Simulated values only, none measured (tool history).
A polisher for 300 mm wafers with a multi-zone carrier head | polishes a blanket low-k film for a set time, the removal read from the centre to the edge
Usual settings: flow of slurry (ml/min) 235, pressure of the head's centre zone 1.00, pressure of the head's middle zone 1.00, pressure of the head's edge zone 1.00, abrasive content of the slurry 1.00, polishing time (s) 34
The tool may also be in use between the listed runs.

run	hour	flow of slurry (ml/min)	pressure of the head's centre zone	pressure of the head's middle zone	pressure of the head's edge zone	abrasive content of the slurry	polishing time (s)	wafers since the last listed run	wafers polished on this pad	hours since the slurry nozzle was cleaned	hours since the centre zone pressure was calibrated	hours since the edge zone pressure was calibrated	hours since the carrier head's membrane was replaced	incoming thickness of the incoming film, nm	film removed at the wafer's centre (Å)	film removed at mid-radius (Å)	film removed at the wafer's edge (Å)
1	0.0	235	1.00	1.00	1.00	1.00	34	0	424	670.2	479.5	416.0	1292.6	463.0	104	109	110
2	17.0	235	1.00	1.00	1.00	1.00	34	156	581	687.2	496.5	433.0	1309.6	454.9	103	109	112
# hour 24.7: worn pad replaced by a new one
3	52.6	235	1.00	1.00	1.00	1.00	34	291	257	722.8	532.1	468.6	1345.2	465.0	103	111	109
4	80.8	235	1.00	1.00	1.00	1.00	34	260	517	751.0	560.3	496.8	1373.4	461.2	102	110	110
# hour 100.4: worn pad replaced by a new one
5	113.4	235	1.00	1.00	1.00	1.00	34	263	120	783.6	592.9	529.4	1406.0	460.0	102	109	109
6	145.6	235	1.00	1.00	1.00	1.00	34	297	417	815.8	625.1	561.6	1438.2	458.2	101	109	112
7	179.1	235	1.00	1.00	1.00	1.00	34	309	726	849.3	658.6	595.1	1471.7	462.9	101	109	109
# hour 186.7: edge zone pressure recalibrated
# hour 190.0: slurry nozzle cleaned
# hour 192.7: worn pad replaced by a new one
8	210.2	235	1.00	1.00	1.00	1.00	34	234	161	20.2	689.7	23.5	1502.8	469.7	101	109	109
9	233.9	235	1.00	1.00	1.00	1.00	34	218	380	43.9	713.4	47.2	1526.5	459.1	99	110	110
10	249.9	280	1.00	0.90	0.88	1.00	34	147	528	59.9	729.4	63.2	1542.5	459.6	102	103	106
# hour 257.3: carrier head's membrane replaced by a new one
# hour 271.1: centre zone pressure recalibrated
# hour 274.7: worn pad replaced by a new one
11	277.6	235	1.08	0.91	1.00	0.70	34	157	26	87.6	6.5	90.9	20.3	456.6	97	84	90
12	305.9	235	1.00	1.00	1.00	0.90	34	261	287	115.9	34.8	119.2	48.6	464.9	104	104	103
13	329.2	235	1.00	1.00	1.00	1.00	34	215	502	139.2	58.1	142.5	71.9	459.6	108	110	111
# hour 355.5: worn pad replaced by a new one
14	357.4	235	1.00	1.00	0.91	0.70	39	223	17	167.4	86.3	170.7	100.1	467.3	102	103	100
15	385.7	235	1.00	1.07	1.05	1.00	34	261	278	195.7	114.6	199.0	128.4	462.8	108	115	111
16	407.1	235	0.93	1.00	1.00	1.00	34	197	475	217.1	136.0	220.4	149.8	462.0	101	108	107

Forecast each of these 3 alternatives for the next run:
A	407.5	235	1.00	1.00	1.00	1.00	38	3	479	217.5	136.4	220.8	150.2	453.6	?	?	?
B	407.5	235	1.00	1.10	1.00	0.85	44	3	479	217.5	136.4	220.8	150.2	453.6	?	?	?
C	407.5	235	0.90	1.00	1.00	1.00	27	3	479	217.5	136.4	220.8	150.2	453.6	?	?	?

run	film removed at the wafer's centre (Å)	film removed at mid-radius (Å)	film removed at the wafer's edge (Å)
A	121	122	121
B	129	140	129
C	79	87	86
Without the tool's hidden state the same runs would have given:
run	film removed at the wafer's centre (Å)	film removed at mid-radius (Å)	film removed at the wafer's edge (Å)
A	125	122	121
B	133	140	129
C	82	87	86
